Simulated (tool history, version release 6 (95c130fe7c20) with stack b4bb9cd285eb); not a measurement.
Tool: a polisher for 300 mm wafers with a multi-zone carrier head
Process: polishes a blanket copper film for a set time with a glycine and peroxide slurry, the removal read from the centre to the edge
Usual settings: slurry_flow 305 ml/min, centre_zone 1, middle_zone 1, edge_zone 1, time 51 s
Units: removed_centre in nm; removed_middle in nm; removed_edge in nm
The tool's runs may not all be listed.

run,hour,slurry_flow,centre_zone,middle_zone,edge_zone,time,wafers since the last listed run,wafers polished on this pad,hours since the slurry nozzle was cleaned,hours since the centre zone pressure was calibrated,hours since the edge zone pressure was calibrated,hours since the carrier head's membrane was replaced,"incoming thickness of the incoming film, nm",removed_centre,removed_middle,removed_edge
1,0,305,0.94,1,1,51,0,3008,404,1022,113.1,514.4,1698.9,232.3,263.1,264.9
# hour 55.4: centre zone pressure recalibrated
2,61,305,1,1,1,51,755,3763,465,5.6,174.1,575.4,1680.3,263.4,265.1,264.2
# hour 108.6: worn pad replaced by a new one
3,133.9,305,1,1,1,51,881,323,537.9,78.5,247,648.3,1740.1,255.1,262.2,266.3
4,182.8,305,1,1,1,51,625,949,586.8,127.4,295.9,697.2,1692.9,262.2,264.6,263.6
5,238.2,305,1,1,1,51,709,1658,642.2,182.8,351.3,752.6,1693,247.1,266.9,260.4
6,315.4,305,1,1,1,51,988,2646,719.4,260,428.5,829.8,1694.6,253,264.1,273.1
# hour 406.1: edge zone pressure recalibrated
7,408.2,305,1,0.94,1,51,1162,3809,812.2,352.8,2.1,922.6,1738.7,240.1,247.9,274.7
# hour 414.8: worn pad replaced by a new one
# hour 455: slurry nozzle cleaned
8,502.9,305,1,0.94,1,51,1148,1114,47.9,447.5,96.8,1017.3,1694,247.8,252.3,261.3
9,588.3,305,1,1,1,51,1093,2207,133.3,532.9,182.2,1102.7,1709.3,245.6,269.2,269.6
10,692.8,305,1.06,1,1,51,1337,3545,237.8,637.4,286.7,1207.2,1684.6,250.7,265.7,264.4
# hour 743.8: worn pad replaced by a new one
11,788.3,305,1,1,1,51,1171,569,333.3,732.9,382.2,1302.7,1711.3,243.1,266.7,269.6
12,831.8,410,0.93,1,1.04,69,556,1126,376.8,776.4,425.7,1346.2,1704.6,317.6,363.2,370.3
13,894.1,355,0.92,1.08,1,39,797,1923,439.1,838.7,488,1408.5,1706.3,172.7,218.6,209.8
# hour 959.9: centre zone pressure recalibrated
14,986.7,305,1,1,1,51,1159,3083,531.7,26.8,580.6,1501.1,1708.6,256.2,263.7,271.2
# hour 1005.9: carrier head's membrane replaced by a new one
# hour 1054.2: edge zone pressure recalibrated
# hour 1062.6: worn pad replaced by a new one
15,1092.8,305,1.04,1,1,61,1217,386,637.8,132.9,38.6,86.9,1681.3,319.8,316.6,318.3
# hour 1132.5: slurry nozzle cleaned
16,1176.6,305,1,1,0.96,51,1059,1446,44.1,216.7,122.4,170.7,1679.3,260.1,262.2,259.8
17,1278.5,360,0.9,0.91,1,68,1304,2750,146,318.6,224.3,272.6,1695.5,301.6,322,354.1
18,1335.9,305,1.12,0.97,1,51,734,3485,203.4,376,281.7,330,1694.2,276.9,254.7,265.5
19,1394.2,270,1,1,0.9,51,746,4231,261.7,434.3,340,388.3,1726.6,247.9,263.7,255.8

Run 20 comes next. What will it give?
# hour 1424.5: worn pad replaced by a new one
20,1468.8,345,1,1.07,0.89,37,903,567,336.3,508.9,414.6,462.9,1711.6,?,?,?

{"run 20": {"removed_centre": 181.9, "removed_middle": 202.7, "removed_edge": 189}}
Without the tool's hidden state the same run would have given removed_centre 192.5 nm, removed_middle 202.6 nm, removed_edge 189 nm.
